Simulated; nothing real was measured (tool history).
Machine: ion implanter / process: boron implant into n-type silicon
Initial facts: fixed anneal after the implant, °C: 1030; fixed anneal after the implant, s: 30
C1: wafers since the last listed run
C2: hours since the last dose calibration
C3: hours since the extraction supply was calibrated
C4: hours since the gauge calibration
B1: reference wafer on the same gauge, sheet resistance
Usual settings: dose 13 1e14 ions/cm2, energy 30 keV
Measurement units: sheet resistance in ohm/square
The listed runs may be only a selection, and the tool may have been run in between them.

Run 1, day 0: usual settings but dose 15.39 1e14 ions/cm2; C1 0; C2 735.6; C3 2603.6; C4 113; B1 71.46. Result: sheet resistance 77.12 ohm/square.
Run 2, day 0.738: usual settings but dose 15.39 1e14 ions/cm2; C1 393; C2 753.3; C3 2621.3; C4 130.7; B1 71.47. Result: sheet resistance 76.56 ohm/square.
Run 3, day 1.312: usual settings but dose 15.39 1e14 ions/cm2; C1 307; C2 767.1; C3 2635.1; C4 144.5; B1 71.45. Result: sheet resistance 77.14 ohm/square.
Run 4, day 2.321: usual settings; C1 538; C2 791.3; C3 2659.3; C4 168.7; B1 71.61. Result: sheet resistance 88.37 ohm/square.
Run 5, day 3.442: usual settings; C1 598; C2 818.2; C3 2686.2; C4 195.6; B1 71.63. Result: sheet resistance 88.73 ohm/square.
Run 6, day 4.783: usual settings; C1 716; C2 850.4; C3 2718.4; C4 227.8; B1 71.68. Result: sheet resistance 89.39 ohm/square.
Run 7, day 5.829: usual settings; C1 558; C2 875.5; C3 2743.5; C4 252.9; B1 71.92. Result: sheet resistance 90.11 ohm/square.
Run 8, day 6.612: usual settings but dose 11.25 1e14 ions/cm2; C1 418; C2 894.3; C3 2762.3; C4 271.7; B1 72. Result: sheet resistance 100.9 ohm/square.
Run 9, day 7.679: usual settings but dose 11.85 1e14 ions/cm2, energy 34.5 keV; C1 569; C2 919.9; C3 2787.9; C4 297.3; B1 71.91. Result: sheet resistance 96.04 ohm/square.
At day 8.604: Faraday cup replaced and dose calibrated.
Run 10, day 8.625: usual settings but dose 9.73 1e14 ions/cm2, energy 22.5 keV; C1 327; C2 0.5; C3 2810.6; C4 320; B1 72.08. Result: sheet resistance 116.94 ohm/square.
Run 11, day 9.788: usual settings but dose 14.28 1e14 ions/cm2; C1 620; C2 28.4; C3 2838.5; C4 347.9; B1 72.35. Result: sheet resistance 82.45 ohm/square.
Run 12, day 10.433: usual settings but dose 9.89 1e14 ions/cm2, energy 39 keV; C1 344; C2 43.9; C3 2854; C4 363.4; B1 72.12. Result: sheet resistance 111.11 ohm/square.
Run 13, day 11.433: usual settings but dose 14.11 1e14 ions/cm2; C1 534; C2 67.9; C3 2878; C4 387.4; B1 72.42. Result: sheet resistance 83.53 ohm/square.
Run 14, day 12.054: usual settings but dose 14.64 1e14 ions/cm2, energy 25.5 keV; C1 331; C2 82.8; C3 2892.9; C4 402.3; B1 72.38. Result: sheet resistance 82.43 ohm/square.
At day 12.117: gauge calibrated.
At day 12.583: extraction supply calibrated.
Run 15, day 12.604: usual settings but dose 15.5 1e14 ions/cm2, energy 39.5 keV; C1 115; C2 96; C3 0.5; C4 11.7; B1 71.49. Result: sheet resistance 75.08 ohm/square.
Run 16, day 13.479: usual settings but dose 15.58 1e14 ions/cm2; C1 467; C2 117; C3 21.5; C4 32.7; B1 71.25. Result: sheet resistance 76.03 ohm/square.

What does the tool deliver on the next run?
Run 17, day 14.996: usual settings but dose 10 1e14 ions/cm2, energy 21.5 keV; C1 810; C2 153.4; C3 57.9; C4 69.1; B1 ?. Result: sheet resistance ?.

For run 17 the tool returned B1 71.37, sheet resistance 113.55 ohm/square.
Had the tool carried no hidden state, the very same run would have given sheet resistance 113.63 ohm/square.
